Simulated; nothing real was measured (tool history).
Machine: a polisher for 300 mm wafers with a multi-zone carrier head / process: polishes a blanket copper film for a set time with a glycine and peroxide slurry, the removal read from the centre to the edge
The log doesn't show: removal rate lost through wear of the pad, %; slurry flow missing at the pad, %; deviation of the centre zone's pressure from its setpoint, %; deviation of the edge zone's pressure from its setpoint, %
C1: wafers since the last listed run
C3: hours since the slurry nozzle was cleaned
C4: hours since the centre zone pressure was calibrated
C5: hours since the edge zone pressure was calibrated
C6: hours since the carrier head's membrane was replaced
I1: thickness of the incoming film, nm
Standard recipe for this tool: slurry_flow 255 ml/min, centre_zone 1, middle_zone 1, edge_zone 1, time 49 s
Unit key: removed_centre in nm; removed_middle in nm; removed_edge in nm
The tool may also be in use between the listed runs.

Run 1, hour 0: usual settings but slurry_flow 295 ml/min; C1 0; wafers polished on this pad 2187; C3 721.5; C4 308.6; C5 770.7; C6 996; I1 2248.9. Result: removed_centre 240 nm, removed_middle 228.9 nm, removed_edge 236 nm.
At hour 41.6: edge zone pressure recalibrated.
Run 2, hour 43.6: usual settings but slurry_flow 165 ml/min, centre_zone 1.04; C1 282; wafers polished on this pad 2469; C3 765.1; C4 352.2; C5 2; C6 1039.6; I1 2247.5. Result: removed_centre 211.7 nm, removed_middle 202 nm, removed_edge 214.2 nm.
At hour 94.4: slurry nozzle cleaned.
Run 3, hour 118.2: usual settings but slurry_flow 215 ml/min; C1 499; wafers polished on this pad 2969; C3 23.8; C4 426.8; C5 76.6; C6 1114.2; I1 2276.8. Result: removed_centre 247.6 nm, removed_middle 239.2 nm, removed_edge 237.2 nm.
Run 4, hour 167.4: usual settings; C1 333; wafers polished on this pad 3302; C3 73; C4 476; C5 125.8; C6 1163.4; I1 2289. Result: removed_centre 251.3 nm, removed_middle 244.6 nm, removed_edge 243.2 nm.
Run 5, hour 216.5: usual settings but centre_zone 0.94, middle_zone 0.96; C1 333; wafers polished on this pad 3635; C3 122.1; C4 525.1; C5 174.9; C6 1212.5; I1 2282.5. Result: removed_centre 234.7 nm, removed_middle 234.3 nm, removed_edge 236.9 nm.
Run 6, hour 301.3: usual settings but slurry_flow 205 ml/min, centre_zone 1.08, edge_zone 0.93; C1 575; wafers polished on this pad 4211; C3 206.9; C4 609.9; C5 259.7; C6 1297.3; I1 2243. Result: removed_centre 260.5 nm, removed_middle 232 nm, removed_edge 234.6 nm.
Run 7, hour 396.9: usual settings; C1 648; wafers polished on this pad 4859; C3 302.5; C4 705.5; C5 355.3; C6 1392.9; I1 2267.5. Result: removed_centre 250.2 nm, removed_middle 241.9 nm, removed_edge 244.3 nm.
Run 8, hour 442.8: usual settings but slurry_flow 215 ml/min, middle_zone 1.06, edge_zone 1.11, time 56 s; C1 311; wafers polished on this pad 5170; C3 348.4; C4 751.4; C5 401.2; C6 1438.8; I1 2252.3. Result: removed_centre 277 nm, removed_middle 280.8 nm, removed_edge 281.7 nm.
At hour 479: worn pad replaced by a new one.
At hour 480: carrier head's membrane replaced by a new one.
Run 9, hour 483.7: usual settings; C1 243; wafers polished on this pad 25; C3 389.3; C4 792.3; C5 442.1; C6 3.7; I1 2257.2. Result: removed_centre 250.6 nm, removed_middle 235.9 nm, removed_edge 242.2 nm.
Run 10, hour 572.2: usual settings; C1 600; wafers polished on this pad 625; C3 477.8; C4 880.8; C5 530.6; C6 92.2; I1 2265.3. Result: removed_centre 249.3 nm, removed_middle 236.9 nm, removed_edge 245.3 nm.
Run 11, hour 671.4: usual settings but slurry_flow 300 ml/min; C1 672; wafers polished on this pad 1298; C3 577; C4 980; C5 629.8; C6 191.4; I1 2266.5. Result: removed_centre 255 nm, removed_middle 243.6 nm, removed_edge 237.9 nm.
Run 12, hour 750.1: usual settings but middle_zone 1.07, edge_zone 0.92, time 54 s; C1 533; wafers polished on this pad 1832; C3 655.7; C4 1058.7; C5 708.5; C6 270.1; I1 2276.2. Result: removed_centre 270.9 nm, removed_middle 271.7 nm, removed_edge 248.8 nm.
Run 13, hour 843.5: usual settings; C1 633; wafers polished on this pad 2465; C3 749.1; C4 1152.1; C5 801.9; C6 363.5; I1 2244. Result: removed_centre 245.5 nm, removed_middle 225.3 nm, removed_edge 235.2 nm.
At hour 856.3: edge zone pressure recalibrated.
At hour 888.9: slurry nozzle cleaned.
Run 14, hour 903: usual settings but centre_zone 0.93, edge_zone 0.94; C1 383; wafers polished on this pad 2848; C3 14.1; C4 1211.6; C5 46.7; C6 423; I1 2220.6. Result: removed_centre 245.3 nm, removed_middle 244.5 nm, removed_edge 231.1 nm.
Run 15, hour 948.5: usual settings but edge_zone 0.89, time 56 s; C1 308; wafers polished on this pad 3157; C3 59.6; C4 1257.1; C5 92.2; C6 468.5; I1 2201.5. Result: removed_centre 300.5 nm, removed_middle 276.9 nm, removed_edge 265.1 nm.
Run 16, hour 1054.6: usual settings; C1 719; wafers polished on this pad 3877; C3 165.7; C4 1363.2; C5 198.3; C6 574.6; I1 2266.4. Result: removed_centre 264.2 nm, removed_middle 240.7 nm, removed_edge 242.7 nm.
Run 17, hour 1147.4: usual settings but middle_zone 1.04; C1 629; wafers polished on this pad 4506; C3 258.5; C4 1456; C5 291.1; C6 667.4; I1 2264. Result: removed_centre 265.7 nm, removed_middle 247 nm, removed_edge 245.7 nm.
At hour 1174.7: centre zone pressure recalibrated.
Run 18, hour 1246.3: usual settings but centre_zone 1.12, edge_zone 0.92; C1 657; wafers polished on this pad 5163; C3 357.4; C4 71.6; C5 390; C6 766.3; I1 2256.6. Result: removed_centre 272.6 nm, removed_middle 241.3 nm, removed_edge 233.4 nm.
At hour 1264.9: worn pad replaced by a new one.
Run 19, hour 1286.3: usual settings but edge_zone 1.07; C1 244; wafers polished on this pad 145; C3 397.4; C4 111.6; C5 430; C6 806.3; I1 2234. Result: removed_centre 241.4 nm, removed_middle 234 nm, removed_edge 249.8 nm.
Run 20, hour 1334.3: usual settings; C1 325; wafers polished on this pad 470; C3 445.4; C4 159.6; C5 478; C6 854.3; I1 2228.9. Result: removed_centre 242.3 nm, removed_middle 234.4 nm, removed_edge 243.8 nm.
Run 21, hour 1382.7: usual settings but centre_zone 0.96, time 38 s; C1 328; wafers polished on this pad 799; C3 493.8; C4 208; C5 526.4; C6 902.7; I1 2244.4. Result: removed_centre 178.1 nm, removed_middle 183.8 nm, removed_edge 186.8 nm.
Run 22, hour 1446.1: usual settings but centre_zone 0.89, edge_zone 0.91; C1 430; wafers polished on this pad 1229; C3 557.2; C4 271.4; C5 589.8; C6 966.1; I1 2237.1. Result: removed_centre 213.5 nm, removed_middle 239.1 nm, removed_edge 225 nm.
Run 23, hour 1523.8: usual settings but slurry_flow 205 ml/min, time 60 s; C1 527; wafers polished on this pad 1756; C3 634.9; C4 349.1; C5 667.5; C6 1043.8; I1 2264.5. Result: removed_centre 280.6 nm, removed_middle 273 nm, removed_edge 280.8 nm.

Branching from run 23: 3 alternative next runs. What would each branch give?
Run A, hour 1524.2: usual settings; C1 2; wafers polished on this pad 1758; C3 635.3; C4 349.5; C5 667.9; C6 1044.2; I1 2265.3. Result: removed_centre ?, removed_middle ?, removed_edge ?.
Run B, hour 1524.2: usual settings but slurry_flow 345 ml/min, middle_zone 0.91, edge_zone 1.04, time 43 s; C1 2; wafers polished on this pad 1758; C3 635.3; C4 349.5; C5 667.9; C6 1044.2; I1 2265.3. Result: removed_centre ?, removed_middle ?, removed_edge ?.
Run C, hour 1524.2: usual settings but slurry_flow 170 ml/min, edge_zone 1.06; C1 2; wafers polished on this pad 1758; C3 635.3; C4 349.5; C5 667.9; C6 1044.2; I1 2265.3. Result: removed_centre ?, removed_middle ?, removed_edge ?.

run  removed_centre  removed_middle  removed_edge
  A           236.3           230.8           238
  B           217.4           195.4         220.1
  C           215.3           212.5         230.8
What these runs would have given with no unlogged condition in the tool:
run  removed_centre  removed_middle  removed_edge
  A           250.8           242.3         246.8
  B           227.5           202.6         226.2
  C             235           228.5         243.1

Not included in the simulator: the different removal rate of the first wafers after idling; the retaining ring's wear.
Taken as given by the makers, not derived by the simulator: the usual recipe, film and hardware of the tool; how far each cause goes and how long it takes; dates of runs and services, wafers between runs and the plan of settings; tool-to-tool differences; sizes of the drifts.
